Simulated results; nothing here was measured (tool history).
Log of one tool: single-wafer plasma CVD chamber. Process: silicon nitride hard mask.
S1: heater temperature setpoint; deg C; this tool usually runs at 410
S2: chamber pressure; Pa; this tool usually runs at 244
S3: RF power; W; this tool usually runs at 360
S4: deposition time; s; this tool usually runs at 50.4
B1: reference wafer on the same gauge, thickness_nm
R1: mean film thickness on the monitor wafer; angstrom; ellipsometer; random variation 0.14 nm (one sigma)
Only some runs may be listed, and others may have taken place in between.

run,day,S1,S2,S3,S4,B1,R1
1,0,410,244,360,50.4,79.847,700.86
2,1.5,410,244,360,50.4,79.885,699.24
3,3.525,417,244,360,53,79.924,731.08
4,4.904,417,244,360,53,79.913,731.67
5,7.204,410,244,360,50.4,79.89,697.32
6,9.354,410,244,360,50.4,79.885,698.4
7,12.192,399,244,360,50.4,79.922,697.83
8,13.433,399,244,360,50.4,80.003,697.02
9,15.867,399,244,360,50.4,79.912,696.84
# day 18.062: thermocouple changed; heater temperature recalibrated
10,18.083,410,244,360,50.4,79.871,693.33
11,19.754,410,244,360,50.4,80,695.53
12,22.125,410,244,360,50.4,79.937,692.82
13,25.096,410,244,360,50.4,79.891,696.14
14,27.933,410,244,360,50.4,79.891,694.47
15,29.625,410,264,420,45.3,79.955,690.89
16,31.112,410,244,290,44.4,79.888,536.37
17,32.954,400,260,395,50.4,79.907,743.98
18,35.8,410,244,360,50.4,79.929,693.41
# day 36.858: showerhead replaced
# day 37.392: gauge calibrated
19,38.221,423,244,360,50.4,79.89,687.76
20,40.05,418,185,360,50.4,79.944,645.97
# day 40.542: RF generator calibrated
# day 40.804: capacitance manometer re-zeroed and calibrated
21,41.946,410,303,360,50.4,79.832,738.31
22,44.792,402,195,325,50.4,79.887,627.86
23,46.383,410,244,360,50.4,79.937,701.76
24,47.579,405,288,360,42.1,79.947,609.79
25,50.025,410,244,360,50.4,79.977,698.7
26,51.371,410,244,360,45,79.929,623.38

For each run, what was the tool's unlogged condition?
wafer temperature above the value expected at the setpoint (K): 0 on each run
gauge reads high (%): 0 on each run
H1: delivered RF power above the setpoint (%)
H2: true pressure above the setpoint (%)
run,H1,H2
1,-2.94,2.19
2,-3.07,2.31
3,-3.23,2.49
4,-3.35,2.61
5,-3.54,2.83
6,-3.72,3.04
7,-3.96,3.33
8,-4.06,3.46
9,-4.26,3.73
10,-4.45,3.98
11,-4.59,4.18
12,-4.78,4.47
13,-5.03,4.84
14,-5.27,5.21
15,-5.41,5.44
16,-5.53,5.65
17,-5.69,5.91
18,-5.92,6.33
19,-6.12,6.7
20,-6.28,6.98
21,-0.405,-1.26
22,-0.642,-1.24
23,-0.775,-1.23
24,-0.874,-1.22
25,-1.08,-1.18
26,-1.19,-1.15

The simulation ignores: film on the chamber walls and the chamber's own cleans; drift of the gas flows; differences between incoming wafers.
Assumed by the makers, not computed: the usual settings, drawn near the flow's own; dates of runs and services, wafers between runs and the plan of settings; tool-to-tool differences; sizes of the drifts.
